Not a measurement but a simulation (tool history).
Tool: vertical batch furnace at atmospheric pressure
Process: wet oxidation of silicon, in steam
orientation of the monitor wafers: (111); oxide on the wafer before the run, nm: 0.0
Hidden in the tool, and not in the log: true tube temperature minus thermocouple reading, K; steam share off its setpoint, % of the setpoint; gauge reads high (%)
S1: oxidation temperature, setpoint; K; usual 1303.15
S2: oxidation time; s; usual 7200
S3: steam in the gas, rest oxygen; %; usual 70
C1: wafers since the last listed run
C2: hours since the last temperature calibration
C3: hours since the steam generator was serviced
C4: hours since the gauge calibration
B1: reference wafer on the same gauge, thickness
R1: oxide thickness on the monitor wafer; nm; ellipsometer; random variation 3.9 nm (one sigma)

run	day	S1	S2	S3	C1	C2	C3	C4	B1	R1
1	0.000	1303.15	7200	70	0	827.6	2921.4	1001.3	722.70	666.86
2	4.388	1319.15	7200	70	959	932.9	3026.7	1106.6	722.10	707.75
3	8.021	1319.15	7200	70	794	1020.1	3113.9	1193.8	721.73	702.79
4	11.800	1319.15	7200	70	826	1110.8	3204.6	1284.5	721.79	706.49
5	15.200	1303.15	7200	70	743	1192.4	3286.2	1366.1	722.46	654.43
6	17.367	1296.15	7200	70	474	1244.4	3338.2	1418.1	722.39	639.00
7	25.783	1296.15	7200	70	1841	1446.4	3540.2	1620.1	722.04	636.52
8	29.625	1303.15	5490	70	840	1538.6	3632.4	1712.3	721.37	561.12
# day 31.142: gauge calibrated
9	33.812	1303.15	5490	70	916	1639.1	3732.9	64.1	721.73	561.13
# day 42.938: steam generator serviced
10	45.650	1303.15	7200	70	2371	1923.2	65.1	348.2	722.01	689.09
11	49.267	1289.15	9180	70	791	2010.0	151.9	435.0	722.02	740.20
12	52.317	1316.15	8370	81	667	2083.2	225.1	508.2	722.22	843.73
13	56.304	1282.15	4140	63	872	2178.9	320.8	603.9	721.87	415.81
14	60.775	1303.15	7200	64	978	2286.2	428.1	711.2	721.81	642.39
# day 66.646: thermocouples replaced and temperature profile calibrated
15	67.454	1303.15	7200	62	1242	19.4	588.4	871.5	721.97	633.70
16	71.679	1303.15	7200	70	924	120.8	689.8	972.9	721.92	680.16

The next listed run, before its measurement:
17	76.071	1285.15	5550	77	960	226.2	795.2	1078.3	?	?

{"run 17": {"B1": 722.01, "R1": 563.74}}
Without the tool's hidden state the same run would have given R1 571.67 nm.
